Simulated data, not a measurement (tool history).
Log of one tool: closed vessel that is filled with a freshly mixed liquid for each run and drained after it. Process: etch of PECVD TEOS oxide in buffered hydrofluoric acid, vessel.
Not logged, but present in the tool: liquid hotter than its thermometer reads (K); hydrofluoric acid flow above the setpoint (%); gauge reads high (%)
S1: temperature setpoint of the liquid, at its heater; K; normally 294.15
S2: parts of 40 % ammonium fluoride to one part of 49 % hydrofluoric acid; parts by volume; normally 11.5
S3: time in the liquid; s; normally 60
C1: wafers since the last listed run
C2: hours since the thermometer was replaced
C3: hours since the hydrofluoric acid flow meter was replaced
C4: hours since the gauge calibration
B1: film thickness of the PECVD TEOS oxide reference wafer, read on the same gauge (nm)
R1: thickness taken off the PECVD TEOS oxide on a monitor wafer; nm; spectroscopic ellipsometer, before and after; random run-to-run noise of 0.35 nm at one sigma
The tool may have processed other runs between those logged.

run     day      S1    S2  S3     C1      C2     C3     C4     B1      R1
  1       0  294.15  11.5  60      0  1418.4  169.6  147.3  89.99   92.73
  2   1.238  294.15  11.5  60   3157  1448.1  199.3    177  90.01   92.42
  3   2.004  294.15  11.5  60   1956  1466.5  217.7  195.4  89.98   92.37
  4   2.817  294.15  11.5  60   2073    1486  237.2  214.9  90.01   92.91
  5   7.033  294.15  11.5  60  10760  1587.2  338.4  316.1  90.03   93.33
      8.154  -- hydrofluoric acid flow meter replaced
  6   8.175  294.15  11.5  60   2806  1614.6    0.5  343.5  90.03   91.21
  7   9.017  294.15   8.5  60   2147  1634.8   20.7  363.7  90.02  119.12
  8   9.562  294.15   8.5  60   1392  1647.9   33.8  376.8  90.01  119.48
  9  10.383  294.15   8.5  60   2094  1667.6   53.5  396.5     90  118.73
     10.925  -- thermometer replaced
 10   11.05  294.15  10.5  60   1594       3   69.5  412.5  89.97  100.23
 11  11.962  297.15  11.5  90   2328    24.9   91.4  434.4  90.05   163.2
 12  12.533  294.15  11.5  60   1456    38.6  105.1  448.1  90.01    92.2
 13  13.971  294.15  11.5  90   3668    73.1  139.6  482.6  89.98  137.97
 14  15.112  294.15  11.5  60   2913   100.5    167    510     90   92.28
 15  16.446  297.65  11.5  60   3402   132.5    199    542  90.02  112.56
 16  17.121  298.15    13  60   1722   148.7  215.2  558.2  90.03  103.21
 17  18.212  294.15  11.5  60   2785   174.9  241.4  584.4  89.96   92.69
 18  19.271  294.15   8.5  90   2700   200.3  266.8  609.8  89.96   182.4
     19.562  -- gauge calibrated
 19  22.421  294.15  11.5  45   8038   275.9  342.4   68.6  90.04   69.77
 20  23.483  290.15    15  75   2711   301.4  367.9   94.1  90.03    71.6
 21  24.883  294.15  11.5  60   3572     335  401.5  127.7  90.01   93.49

Exercise: give the hidden state of the tool at every run:
liquid hotter than its thermometer reads (K): 0, the same for each run
gauge reads high (%): 0, the same for each run
H1: hydrofluoric acid flow above the setpoint (%)
run     H1
  1   1.54
  2   1.77
  3   1.91
  4   2.06
  5   2.83
  6  0.344
  7  0.499
  8  0.599
  9   0.75
 10  0.873
 11   1.04
 12   1.15
 13   1.41
 14   1.62
 15   1.87
 16   1.99
 17   2.19
 18   2.39
 19   2.97
 20   3.16
 21   3.42

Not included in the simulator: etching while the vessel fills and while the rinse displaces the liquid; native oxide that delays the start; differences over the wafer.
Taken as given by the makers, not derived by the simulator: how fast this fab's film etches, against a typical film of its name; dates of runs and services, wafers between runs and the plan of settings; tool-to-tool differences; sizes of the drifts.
